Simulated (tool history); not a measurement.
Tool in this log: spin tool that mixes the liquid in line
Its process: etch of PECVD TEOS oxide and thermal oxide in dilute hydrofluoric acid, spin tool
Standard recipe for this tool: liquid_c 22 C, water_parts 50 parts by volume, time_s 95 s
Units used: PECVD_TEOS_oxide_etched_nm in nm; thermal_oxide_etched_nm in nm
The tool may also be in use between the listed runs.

run,day,liquid_c,water_parts,time_s,"read-back film thickness of the PECVD TEOS oxide reference wafer, read on the same gauge (nm)","read-back film thickness of the thermal oxide reference wafer, read on the same gauge (nm)",PECVD_TEOS_oxide_etched_nm,thermal_oxide_etched_nm
1,0,22,50,95,80.02,119.95,22.4,8.25
2,2.058,22,50,95,79.99,119.99,22.24,8.29
3,2.379,22,50,95,80.01,120.02,22.28,8.27
4,2.696,22,50,80,79.99,119.99,18.68,6.93
5,3.312,22,50,80,80,120.01,18.67,6.93
6,3.708,22,50,80,80.01,120.03,18.8,7
# day 3.808: hydrofluoric acid flow meter replaced
7,4.025,22,50,95,80,119.95,25.11,9.22
8,4.488,22,30,95,80.01,120.03,42.7,16.02
9,4.925,22,30,95,80.01,119.99,42.74,15.61
# day 5.421: gauge calibrated
10,5.454,20,35,95,79.99,119.99,33.4,12.48
11,5.933,22,50,95,80.01,120,24.92,9.32
12,6.45,19,70,75,80,120,12.05,4.43
13,6.771,22,40,95,79.98,119.98,31.58,11.65
14,7.475,24.5,40,95,79.98,119.99,34.96,13.09
15,8.188,22,60,95,80,120.01,20.41,7.73
# day 9.096: thermometer replaced
16,9.117,22,50,95,80,120.02,24.83,9.18
17,9.642,22,35,140,80,120,53,19.67
18,10.338,27,70,125,79.99,119.98,27.85,10.22
19,11.025,20.5,50,60,79.98,120,14.7,5.53
20,11.288,22,50,125,80,120,32.55,11.95
21,11.967,20.5,50,60,80,119.99,14.71,5.48

Alternative continuations, all from the tool just after run 21; predict every row:
A,11.983,22,50,95,?,?,?,?
B,11.983,22,70,95,?,?,?,?
C,11.983,17.5,50,95,?,?,?,?
D,11.983,22,50,55,?,?,?,?
E,11.983,26,50,95,?,?,?,?

run,"read-back film thickness of the PECVD TEOS oxide reference wafer, read on the same gauge (nm)","read-back film thickness of the thermal oxide reference wafer, read on the same gauge (nm)",PECVD_TEOS_oxide_etched_nm,thermal_oxide_etched_nm
A,80,120.02,24.71,9.17
B,80,120.02,17.21,6.39
C,80,120.02,20.41,7.57
D,80,120.02,14.31,5.31
E,80,120.02,29.13,10.81
Without the tool's hidden state the same runs would have given:
run,PECVD_TEOS_oxide_etched_nm,thermal_oxide_etched_nm
A,25.15,9.34
B,17.52,6.5
C,20.77,7.71
D,14.56,5.4
E,29.65,11.01
